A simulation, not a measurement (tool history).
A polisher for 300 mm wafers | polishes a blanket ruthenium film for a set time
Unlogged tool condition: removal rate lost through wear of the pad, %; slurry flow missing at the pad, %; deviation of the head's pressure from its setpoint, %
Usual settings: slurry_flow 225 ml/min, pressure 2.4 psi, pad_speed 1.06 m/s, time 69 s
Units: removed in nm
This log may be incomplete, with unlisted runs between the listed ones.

run	day	slurry_flow	pressure	pad_speed	time	wafers since the last listed run	wafers polished on this pad	hours since the slurry nozzle was cleaned	hours since the head pressure was calibrated	incoming thickness of the incoming film, nm	removed
1	0.000	225	2.4	1.06	69	0	1772	84.0	903.7	338.2	86.2
2	2.892	225	2.4	1.06	69	446	2219	153.4	973.1	337.5	85.2
3	4.712	225	2.4	1.06	84	281	2500	197.1	1016.8	345.7	101.8
# day 6.329: worn pad replaced by a new one
4	6.350	225	2.4	1.06	69	227	3	236.4	1056.1	335.7	84.4
5	8.438	225	2.4	1.06	69	322	325	286.5	1106.2	344.3	83.7
6	11.258	225	2.4	1.06	69	435	761	354.2	1173.9	342.7	83.9
7	13.358	225	2.4	1.06	69	324	1086	404.6	1224.3	336.5	82.1
8	15.512	225	2.4	1.06	77	332	1418	456.3	1276.0	338.6	92.5
9	16.579	225	2.4	1.06	77	164	1583	481.9	1301.6	337.8	90.3
# day 17.271: slurry nozzle cleaned, repeated, since the last time left the tool worse
10	21.679	225	2.4	1.06	69	781	2364	105.8	1424.0	340.1	92.9
11	22.854	225	2.4	1.06	69	181	2546	134.0	1452.2	344.9	93.1
# day 23.775: head pressure recalibrated
12	25.267	225	2.7	1.06	52	359	2906	191.9	35.8	344.3	76.1
13	26.796	285	2.4	1.06	69	236	3142	228.6	72.5	345.4	94.9
# day 27.458: worn pad replaced by a new one
14	28.383	205	2.1	1.24	51	219	142	266.7	110.6	337.3	68.0
15	31.212	280	2.8	1.22	69	436	579	334.6	178.5	336.9	122.6
16	32.783	225	2.4	1.06	69	242	822	372.3	216.2	341.9	89.7
17	35.450	225	1.7	1.06	61	411	1234	436.3	280.2	341.5	60.4
18	38.108	270	2.4	0.92	69	410	1644	500.1	344.0	342.9	82.0
19	40.212	225	2.4	1.06	69	325	1969	550.6	394.5	341.3	89.9
20	42.450	225	2.4	1.06	69	345	2315	604.3	448.2	344.1	91.4
21	43.725	225	1.8	0.94	69	196	2512	634.9	478.8	345.4	63.5
22	44.912	225	2.4	1.06	69	183	2695	663.4	507.3	336.9	90.1
23	46.346	225	2.4	1.06	69	221	2917	697.8	541.7	344.5	90.6
# day 47.317: worn pad replaced by a new one
24	47.750	225	2.4	1.06	92	191	67	731.5	575.4	338.8	122.1
25	48.850	225	2.4	1.38	69	169	237	757.9	601.8	344.8	116.6
26	51.738	225	2.4	1.06	69	446	683	827.2	671.1	347.0	89.4
27	53.892	300	2.4	1.06	47	332	1015	878.9	722.8	346.6	63.2
# day 55.225: slurry nozzle cleaned
28	55.583	190	2.4	1.06	69	254	1270	8.6	763.4	341.6	91.4
29	57.158	225	2.4	1.40	69	243	1513	46.4	801.2	340.7	120.4
30	59.621	170	2.9	1.06	57	380	1894	105.5	860.3	339.5	86.9
31	61.171	225	2.4	1.06	60	239	2133	142.7	897.5	345.7	80.0
32	63.588	290	2.4	0.84	91	373	2506	200.7	955.5	334.5	102.1
33	64.821	225	2.4	1.06	57	190	2697	230.3	985.1	337.7	75.3
# day 66.217: worn pad replaced by a new one
34	67.200	225	2.4	1.06	78	341	151	287.4	1042.2	345.6	104.6
35	68.954	290	2.4	0.74	86	270	422	329.5	1084.3	341.4	85.4
36	70.267	225	2.4	1.06	69	202	625	361.0	1115.8	341.4	91.6

Each row is a separate what-if for the run after 36, all from the same tool condition, not one after another. Results?
A	70.283	150	2.4	1.06	69	2	628	361.4	1116.2	338.9	?
B	70.283	260	2.4	1.06	91	2	628	361.4	1116.2	338.9	?
C	70.283	225	1.8	1.22	69	2	628	361.4	1116.2	338.9	?
D	70.283	290	1.6	0.70	81	2	628	361.4	1116.2	338.9	?
E	70.283	225	1.8	1.06	69	2	628	361.4	1116.2	338.9	?

run	removed
A	84.0
B	121.0
C	81.3
D	53.5
E	71.2
What these runs would have given with no unlogged condition in the tool:
run	removed
A	86.7
B	123.4
C	83.1
D	54.5
E	72.8
